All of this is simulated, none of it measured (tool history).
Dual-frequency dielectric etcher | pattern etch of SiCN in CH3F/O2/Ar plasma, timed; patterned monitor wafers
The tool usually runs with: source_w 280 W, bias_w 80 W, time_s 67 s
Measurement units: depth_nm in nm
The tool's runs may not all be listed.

run,hour,source_w,bias_w,time_s,"read-back reference wafer on the same gauge, depth_nm",depth_nm
1,0,280,80,67,23.39,22.5
2,43,280,80,67,23.4,22.39
# hour 87.3: wet clean of the chamber
3,93,280,80,67,23.43,23.14
4,128.7,280,80,67,23.4,23.08
5,154.3,280,80,67,23.4,23.01
6,187.2,280,80,67,23.42,22.86
7,248.9,280,80,67,23.39,22.74
8,311.2,280,80,67,23.4,22.68
9,376.2,280,80,67,23.41,22.5
10,443.5,280,80,67,23.4,22.44
# hour 474.3: wet clean of the chamber
11,503.6,280,80,67,23.39,23.17
12,536.3,320,80,67,23.4,24.87
# hour 563.9: upper electrode replaced
13,564.4,280,80,54,23.41,18.5
14,595.5,310,93,86.5,23.41,32.78
15,661.1,280,80,67,23.38,22.68
16,721.8,250,71,57,23.41,17.47
# hour 742.8: source power generator calibrated
17,752.1,340,93,67,23.41,26.33

What will run 18 give?
# hour 801.1: wet clean of the chamber
18,821.1,280,80,67,?,?

read-back reference wafer on the same gauge, depth_nm: 23.42
depth_nm: 23.02 nm
Minus the tool's unlogged condition, the same run would have read depth_nm 23.12 nm.
